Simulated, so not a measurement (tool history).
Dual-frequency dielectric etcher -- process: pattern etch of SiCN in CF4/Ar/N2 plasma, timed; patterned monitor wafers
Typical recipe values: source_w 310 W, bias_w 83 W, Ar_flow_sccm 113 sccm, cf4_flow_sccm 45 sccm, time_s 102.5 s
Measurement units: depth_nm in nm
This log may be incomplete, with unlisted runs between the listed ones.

| run | hour | source_w | bias_w | Ar_flow_sccm | cf4_flow_sccm | time_s | read-back reference wafer on the same gauge, depth_nm | depth_nm |
|---|---|---|---|---|---|---|---|---|
| 1 | 0.0 | 310 | 83 | 113 | 45 | 102.5 | 48.7 | 57.7 |
| 2 | 58.6 | 310 | 83 | 113 | 45 | 102.5 | 48.9 | 57.5 |
| 3 | 98.6 | 310 | 83 | 113 | 45 | 102.5 | 48.9 | 57.9 |
| 4 | 160.2 | 310 | 83 | 113 | 45 | 102.5 | 49.1 | 57.9 |
| 5 | 217.8 | 310 | 83 | 113 | 45 | 102.5 | 49.2 | 58.2 |
|  | 236.9 | CF4 flow controller replaced |
| 6 | 256.3 | 310 | 83 | 113 | 45 | 102.5 | 49.4 | 58.3 |
|  | 289.0 | Ar flow controller replaced |
|  | 300.2 | gauge calibrated |
| 7 | 307.5 | 310 | 83 | 113 | 45 | 102.5 | 48.7 | 57.5 |
| 8 | 373.4 | 310 | 83 | 113 | 48 | 82.5 | 48.8 | 46.8 |
|  | 411.0 | wet clean of the chamber |
|  | 431.0 | upper electrode replaced |
| 9 | 431.5 | 310 | 83 | 113 | 45 | 102.5 | 48.9 | 57.7 |
| 10 | 438.5 | 310 | 100 | 113 | 45 | 102.5 | 48.8 | 61.6 |
|  | 459.2 | bias power generator calibrated |
| 11 | 476.5 | 280 | 83 | 122 | 41 | 102.5 | 48.9 | 51.6 |
|  | 525.6 | source power generator calibrated |
| 12 | 543.3 | 240 | 83 | 113 | 35 | 114.0 | 49.0 | 49.8 |
| 13 | 599.3 | 310 | 83 | 125 | 45 | 102.5 | 49.2 | 57.8 |
| 14 | 634.0 | 310 | 83 | 113 | 45 | 102.5 | 49.3 | 58.2 |
|  | 674.4 | gauge calibrated |
| 15 | 674.7 | 310 | 83 | 130 | 45 | 102.5 | 48.8 | 57.2 |
| 16 | 739.0 | 310 | 83 | 113 | 45 | 102.5 | 48.8 | 57.7 |
| 17 | 786.9 | 310 | 67 | 88 | 56 | 102.5 | 48.9 | 57.5 |

Hidden state or all else? Some run-to-run changes of depth_nm, split into what the settings, what came in and random variation would give without the hidden state, and what is left for the hidden state (with any gauge scatter that isn't in both results):
Hidden conditions of the tool in this case: etch rate over this chamber's usual, %; source power that arrives over what is set, %; bias power that arrives over what is set, %; Ar flow that arrives over what is set, %; CF4 flow that arrives over what is set, %; gauge reads high (%).
Run 6 -> 7: Ar flow controller replaced, gauge calibrated. depth_nm -0.8 nm: hidden state -0.7, all else -0.1.
Run 8 -> 9: cf4_flow_sccm 48 -> 45, time_s 82.5 -> 102.5, wet clean of the chamber, upper electrode replaced. depth_nm +10.9 nm: hidden state +0.0, all else +10.9.
